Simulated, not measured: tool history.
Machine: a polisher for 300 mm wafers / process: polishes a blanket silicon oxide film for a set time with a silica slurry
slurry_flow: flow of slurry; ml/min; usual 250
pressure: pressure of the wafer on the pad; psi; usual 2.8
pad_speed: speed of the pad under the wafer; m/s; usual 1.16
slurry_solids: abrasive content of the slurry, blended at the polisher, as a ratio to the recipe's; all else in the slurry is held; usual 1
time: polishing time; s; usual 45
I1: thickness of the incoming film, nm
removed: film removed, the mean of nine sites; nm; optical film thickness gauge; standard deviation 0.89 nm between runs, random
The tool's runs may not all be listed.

run 1 day=0 | slurry_flow=275 pressure=2.8 pad_speed=1.16 slurry_solids=1 time=45 | I1=1400.6 | removed=92.6
-- day=1.862 worn pad replaced by a new one
run 2 day=2.979 | slurry_flow=250 pressure=2.8 pad_speed=1.16 slurry_solids=1 time=45 | I1=1418.9 | removed=95.5
run 3 day=4.825 | slurry_flow=250 pressure=2.8 pad_speed=1.16 slurry_solids=1 time=45 | I1=1411.7 | removed=94.3
-- day=8.317 slurry nozzle cleaned
run 4 day=8.95 | slurry_flow=325 pressure=2.8 pad_speed=1.16 slurry_solids=1 time=45 | I1=1417.8 | removed=97.9
-- day=13.421 conditioning disc replaced and pad reconditioned
-- day=15.588 slurry blender recalibrated
run 5 day=16.021 | slurry_flow=250 pressure=2.8 pad_speed=1.16 slurry_solids=1 time=45 | I1=1409.2 | removed=96.3
run 6 day=18.104 | slurry_flow=250 pressure=2.1 pad_speed=1.34 slurry_solids=1 time=45 | I1=1402.7 | removed=82.5
-- day=20.692 head pressure recalibrated
run 7 day=22.588 | slurry_flow=250 pressure=2.8 pad_speed=1.16 slurry_solids=1.2 time=45 | I1=1420.5 | removed=101
-- day=23.379 worn pad replaced by a new one
run 8 day=24.138 | slurry_flow=175 pressure=2.8 pad_speed=1.04 slurry_solids=1.15 time=45 | I1=1399.7 | removed=86.3
run 9 day=26.346 | slurry_flow=290 pressure=2.8 pad_speed=1.44 slurry_solids=1 time=45 | I1=1404.9 | removed=110.9
run 10 day=30.562 | slurry_flow=250 pressure=2.8 pad_speed=1.16 slurry_solids=1 time=45 | I1=1412.7 | removed=93.7
run 11 day=32.633 | slurry_flow=250 pressure=2.8 pad_speed=1.48 slurry_solids=1.15 time=45 | I1=1443.8 | removed=123.8
-- day=32.871 slurry nozzle cleaned
run 12 day=34.625 | slurry_flow=250 pressure=2.8 pad_speed=0.86 slurry_solids=1.2 time=45 | I1=1418.4 | removed=83.2
run 13 day=36.683 | slurry_flow=250 pressure=2.8 pad_speed=1.16 slurry_solids=1 time=53 | I1=1438.4 | removed=112.4
-- day=37.754 conditioning disc replaced and pad reconditioned
-- day=38.225 slurry blender recalibrated
run 14 day=38.525 | slurry_flow=315 pressure=2.8 pad_speed=1.16 slurry_solids=1.25 time=45 | I1=1403 | removed=112.7
run 15 day=41.921 | slurry_flow=275 pressure=2.8 pad_speed=1.16 slurry_solids=1 time=45 | I1=1409.3 | removed=97
-- day=46.783 worn pad replaced by a new one
-- day=48.362 head pressure recalibrated
run 16 day=49.792 | slurry_flow=300 pressure=2.8 pad_speed=1.16 slurry_solids=1 time=50 | I1=1414.8 | removed=102.7
run 17 day=52.192 | slurry_flow=250 pressure=2.8 pad_speed=1.16 slurry_solids=1 time=45 | I1=1421.4 | removed=89.4
run 18 day=56.442 | slurry_flow=215 pressure=3.2 pad_speed=1.16 slurry_solids=1 time=45 | I1=1389.5 | removed=104.1
-- day=58.142 slurry nozzle cleaned
run 19 day=60.204 | slurry_flow=250 pressure=2.8 pad_speed=0.78 slurry_solids=1 time=45 | I1=1444.3 | removed=67.1
-- day=62.717 conditioning disc replaced and pad reconditioned
run 20 day=63.921 | slurry_flow=250 pressure=2.8 pad_speed=1.16 slurry_solids=1 time=35 | I1=1435.9 | removed=73.7
-- day=66.621 slurry blender recalibrated
run 21 day=67.258 | slurry_flow=250 pressure=2.8 pad_speed=1.16 slurry_solids=1 time=45 | I1=1422.8 | removed=95.4
-- day=70.388 worn pad replaced by a new one
run 22 day=70.917 | slurry_flow=250 pressure=2.8 pad_speed=1.16 slurry_solids=1 time=50 | I1=1438.6 | removed=107.7
run 23 day=74.088 | slurry_flow=285 pressure=2.8 pad_speed=1.16 slurry_solids=1 time=45 | I1=1431.1 | removed=99
run 24 day=75.788 | slurry_flow=250 pressure=2.8 pad_speed=1.16 slurry_solids=1 time=49 | I1=1429.3 | removed=105

5 options for the next run, each taken on its own from the tool as it stands now. Forecast them:
run A day=75.804 | slurry_flow=250 pressure=2.8 pad_speed=1.16 slurry_solids=0.7 time=45 | I1=1440.2 | removed=?
run B day=75.804 | slurry_flow=250 pressure=2.8 pad_speed=0.9 slurry_solids=0.7 time=45 | I1=1440.2 | removed=?
run C day=75.804 | slurry_flow=250 pressure=2.8 pad_speed=1.16 slurry_solids=1.2 time=30 | I1=1440.2 | removed=?
run D day=75.804 | slurry_flow=220 pressure=2.8 pad_speed=0.98 slurry_solids=1.15 time=34 | I1=1440.2 | removed=?
run E day=75.804 | slurry_flow=250 pressure=3.7 pad_speed=1.16 slurry_solids=1.15 time=50 | I1=1440.2 | removed=?

run=A removed=70.2
run=B removed=57.3
run=C removed=72.2
run=D removed=68.7
run=E removed=155.2
Stripped of hidden state, with their random variation kept, the same runs would have yielded:
run=A removed=64.9
run=B removed=53
run=C removed=66.7
run=D removed=63.5
run=E removed=143.5
